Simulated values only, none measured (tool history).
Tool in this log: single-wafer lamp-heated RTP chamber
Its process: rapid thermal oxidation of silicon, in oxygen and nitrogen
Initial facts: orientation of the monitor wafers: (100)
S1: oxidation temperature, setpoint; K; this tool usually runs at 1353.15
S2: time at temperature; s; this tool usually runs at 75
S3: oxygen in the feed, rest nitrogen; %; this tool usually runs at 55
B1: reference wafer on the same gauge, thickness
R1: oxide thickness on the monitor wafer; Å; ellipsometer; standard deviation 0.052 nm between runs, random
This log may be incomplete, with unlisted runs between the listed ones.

run,hour,S1,S2,S3,B1,R1
1,0,1353.15,57,55,10.073,91.3
2,10,1353.15,57,55,10.087,90.74
3,28.9,1353.15,75,55,10.096,101.43
4,35.8,1353.15,75,55,10.084,102.55
5,50.1,1353.15,75,55,10.077,104.36
6,67.3,1353.15,75,64,10.102,109.05
7,79.8,1353.15,75,64,10.089,109.66
8,87.5,1353.15,75,55,10.084,103.5
9,101.5,1353.15,75,55,10.107,102.72
10,107.6,1353.15,75,45,10.103,96.55
11,114.1,1335.15,75,31,10.103,75.9
12,123.8,1335.15,75,31,10.104,76.15
13,134.4,1335.15,75,31,10.092,76.28
14,149,1353.15,75,55,10.098,104.37
15,162.5,1353.15,75,55,10.107,105.93
16,171.1,1353.15,75,55,10.112,106.32
17,181,1353.15,49,55,10.09,87.7
18,187.9,1326.15,75,67,10.103,94.6
19,203.1,1353.15,75,55,10.102,107.06
20,217.6,1378.15,75,55,10.096,125.29
21,226.6,1368.15,99,72,10.105,147.16
22,239.3,1336.15,75,55,10.087,96.54
23,251.3,1332.15,75,55,10.094,94.23
24,261.6,1378.15,51,68,10.104,114.59
# hour 277.3: oxygen flow controller replaced
# hour 277.4: gauge calibrated
# hour 279: pyrometer window cleaned and pyrometer calibrated
25,279.5,1373.15,75,55,10.103,114.24
26,283.3,1353.15,40,55,10.095,76.49
27,293.3,1353.15,75,55,10.09,100.47
28,302.1,1363.15,47,77,10.08,99.37
29,315.1,1376.15,106,83,10.089,159.17
30,323.8,1325.15,40,65,10.104,67.58
31,336.5,1353.15,75,55,10.102,101.38
32,353.1,1331.15,75,55,10.108,88.11

Predict each of these 3 candidate next runs independently; none follows another, all start after run 32:
A,353.6,1353.15,75,55,?,?
B,353.6,1353.15,75,79,?,?
C,353.6,1378.15,111,46,?,?

run,B1,R1
A,10.094,101.22
B,10.094,115.28
C,10.094,132.92
Take away the tool's hidden state, keep each run's random variation, and the runs would have read:
run,R1
A,100.74
B,114.73
C,132.31

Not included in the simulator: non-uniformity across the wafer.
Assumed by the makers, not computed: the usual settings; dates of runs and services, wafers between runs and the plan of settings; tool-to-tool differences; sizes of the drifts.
